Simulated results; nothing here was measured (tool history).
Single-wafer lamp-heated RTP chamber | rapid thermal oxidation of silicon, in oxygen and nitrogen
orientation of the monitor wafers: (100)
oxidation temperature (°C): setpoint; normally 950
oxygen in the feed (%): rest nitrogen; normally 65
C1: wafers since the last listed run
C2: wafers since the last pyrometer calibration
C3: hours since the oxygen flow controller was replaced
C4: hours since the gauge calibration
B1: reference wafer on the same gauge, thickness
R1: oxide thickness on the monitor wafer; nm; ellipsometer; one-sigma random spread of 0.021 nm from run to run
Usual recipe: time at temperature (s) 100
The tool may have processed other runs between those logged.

{"run": 1, "hour": 0.0, "oxidation temperature (°C)": 950, "time at temperature (s)": 126, "oxygen in the feed (%)": 65, "C1": 0, "C2": 1182, "C3": 4155.3, "C4": 251.6, "B1": 4.475, "R1": 5.221}
{"run": 2, "hour": 69.9, "oxidation temperature (°C)": 950, "time at temperature (s)": 126, "oxygen in the feed (%)": 65, "C1": 722, "C2": 1905, "C3": 4225.2, "C4": 321.5, "B1": 4.476, "R1": 5.253}
{"run": 3, "hour": 123.5, "oxidation temperature (°C)": 950, "time at temperature (s)": 100, "oxygen in the feed (%)": 79, "C1": 554, "C2": 2459, "C3": 4278.8, "C4": 375.1, "B1": 4.477, "R1": 5.098}
{"run": 4, "hour": 175.9, "oxidation temperature (°C)": 950, "time at temperature (s)": 100, "oxygen in the feed (%)": 79, "C1": 541, "C2": 3001, "C3": 4331.2, "C4": 427.5, "B1": 4.481, "R1": 5.103}
{"run": 5, "hour": 232.3, "oxidation temperature (°C)": 950, "time at temperature (s)": 100, "oxygen in the feed (%)": 79, "C1": 582, "C2": 3584, "C3": 4387.6, "C4": 483.9, "B1": 4.478, "R1": 5.146}
{"hour": 269.6, "done": "pyrometer window cleaned and pyrometer calibrated"}
{"run": 6, "hour": 298.8, "oxidation temperature (°C)": 950, "time at temperature (s)": 100, "oxygen in the feed (%)": 65, "C1": 604, "C2": 301, "C3": 4454.1, "C4": 550.4, "B1": 4.482, "R1": 4.572}
{"run": 7, "hour": 370.7, "oxidation temperature (°C)": 950, "time at temperature (s)": 100, "oxygen in the feed (%)": 65, "C1": 743, "C2": 1045, "C3": 4526, "C4": 622.3, "B1": 4.478, "R1": 4.672}
{"hour": 430.2, "done": "oxygen flow controller replaced"}
{"run": 8, "hour": 441.9, "oxidation temperature (°C)": 950, "time at temperature (s)": 100, "oxygen in the feed (%)": 50, "C1": 653, "C2": 1698, "C3": 11.7, "C4": 693.5, "B1": 4.477, "R1": 4.384}
{"hour": 465.3, "done": "gauge calibrated"}
{"run": 9, "hour": 496.8, "oxidation temperature (°C)": 933, "time at temperature (s)": 126, "oxygen in the feed (%)": 52, "C1": 567, "C2": 2265, "C3": 66.6, "C4": 31.5, "B1": 4.486, "R1": 4.368}
{"run": 10, "hour": 554.1, "oxidation temperature (°C)": 950, "time at temperature (s)": 55, "oxygen in the feed (%)": 65, "C1": 592, "C2": 2858, "C3": 123.9, "C4": 88.8, "B1": 4.477, "R1": 3.783}
{"run": 11, "hour": 588.9, "oxidation temperature (°C)": 969, "time at temperature (s)": 85, "oxygen in the feed (%)": 51, "C1": 359, "C2": 3217, "C3": 158.7, "C4": 123.6, "B1": 4.476, "R1": 4.749}
{"run": 12, "hour": 633.1, "oxidation temperature (°C)": 974, "time at temperature (s)": 127, "oxygen in the feed (%)": 75, "C1": 456, "C2": 3674, "C3": 202.9, "C4": 167.8, "B1": 4.481, "R1": 6.745}
{"hour": 656.1, "done": "pyrometer window cleaned and pyrometer calibrated"}
{"run": 13, "hour": 697.5, "oxidation temperature (°C)": 950, "time at temperature (s)": 100, "oxygen in the feed (%)": 65, "C1": 582, "C2": 428, "C3": 267.3, "C4": 232.2, "B1": 4.484, "R1": 4.613}
{"run": 14, "hour": 741.0, "oxidation temperature (°C)": 942, "time at temperature (s)": 58, "oxygen in the feed (%)": 94, "C1": 449, "C2": 877, "C3": 310.8, "C4": 275.7, "B1": 4.478, "R1": 4}
{"run": 15, "hour": 803.1, "oxidation temperature (°C)": 922, "time at temperature (s)": 148, "oxygen in the feed (%)": 37, "C1": 641, "C2": 1519, "C3": 372.9, "C4": 337.8, "B1": 4.478, "R1": 3.872}
{"run": 16, "hour": 836.7, "oxidation temperature (°C)": 973, "time at temperature (s)": 79, "oxygen in the feed (%)": 83, "C1": 347, "C2": 1867, "C3": 406.5, "C4": 371.4, "B1": 4.483, "R1": 5.52}

Table of differences, measured result less the result of that run with no hidden state. Run-to-run variation is the same in both. Gauge scatter possibly is not:
Hidden conditions of the tool in this case: true wafer temperature minus pyrometer reading, K; deviation of the oxygen flow from its setpoint, %; gauge reads high (%).
run=1 R1=+0.212
run=2 R1=+0.272
run=3 R1=+0.29
run=4 R1=+0.307
run=5 R1=+0.322
run=6 R1=+0.068
run=7 R1=+0.171
run=8 R1=+0.204
run=9 R1=+0.229
run=10 R1=+0.194
run=11 R1=+0.277
run=12 R1=+0.435
run=13 R1=+0.093
run=14 R1=+0.127
run=15 R1=+0.154
run=16 R1=+0.287

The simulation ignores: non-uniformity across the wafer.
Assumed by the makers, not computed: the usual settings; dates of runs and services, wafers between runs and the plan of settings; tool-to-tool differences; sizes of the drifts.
